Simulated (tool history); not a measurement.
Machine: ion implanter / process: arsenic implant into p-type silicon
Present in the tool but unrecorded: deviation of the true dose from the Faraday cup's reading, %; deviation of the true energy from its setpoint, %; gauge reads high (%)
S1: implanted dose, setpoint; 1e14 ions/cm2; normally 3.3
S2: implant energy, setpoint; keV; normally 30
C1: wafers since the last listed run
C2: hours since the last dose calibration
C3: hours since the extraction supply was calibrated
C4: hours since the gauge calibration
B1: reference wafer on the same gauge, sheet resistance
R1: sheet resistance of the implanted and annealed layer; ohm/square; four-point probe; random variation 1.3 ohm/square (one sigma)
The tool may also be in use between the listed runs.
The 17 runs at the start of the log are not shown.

-- hour=882.9 gauge calibrated
run 18 hour=907.9 | S1=3.81 S2=36 | C1=948 C2=241.3 C3=4983 C4=25 | B1=223.89 | R1=243.11
run 19 hour=957.9 | S1=3.63 S2=35 | C1=884 C2=291.3 C3=5033 C4=75 | B1=224.09 | R1=252.48
run 20 hour=983.7 | S1=3.3 S2=30 | C1=456 C2=317.1 C3=5058.8 C4=100.8 | B1=224.17 | R1=278.59
run 21 hour=1030.1 | S1=3.3 S2=30 | C1=821 C2=363.5 C3=5105.2 C4=147.2 | B1=224.01 | R1=276.4
-- hour=1068.4 extraction supply calibrated
run 22 hour=1101.4 | S1=3.3 S2=30 | C1=1120 C2=434.8 C3=33 C4=218.5 | B1=223.92 | R1=274.38
run 23 hour=1147.6 | S1=3.3 S2=30 | C1=817 C2=481 C3=79.2 C4=264.7 | B1=224.32 | R1=276.88
run 24 hour=1198.4 | S1=3.77 S2=25 | C1=898 C2=531.8 C3=130 C4=315.5 | B1=223.88 | R1=259.77
run 25 hour=1267.2 | S1=2.9 S2=33 | C1=1217 C2=600.6 C3=198.8 C4=384.3 | B1=223.97 | R1=303.35
run 26 hour=1312.1 | S1=3.3 S2=30 | C1=794 C2=645.5 C3=243.7 C4=429.2 | B1=223.94 | R1=280.56
run 27 hour=1375.2 | S1=2.88 S2=39.5 | C1=1116 C2=708.6 C3=306.8 C4=492.3 | B1=224.07 | R1=298

Forecast run 28:
run 28 hour=1432.1 | S1=2.69 S2=34 | C1=1006 C2=765.5 C3=363.7 C4=549.2 | B1=? | R1=?

B1: 223.88
R1: 322.63 ohm/square
Had the tool carried no hidden state, the very same run would have given R1 316.07 ohm/square.
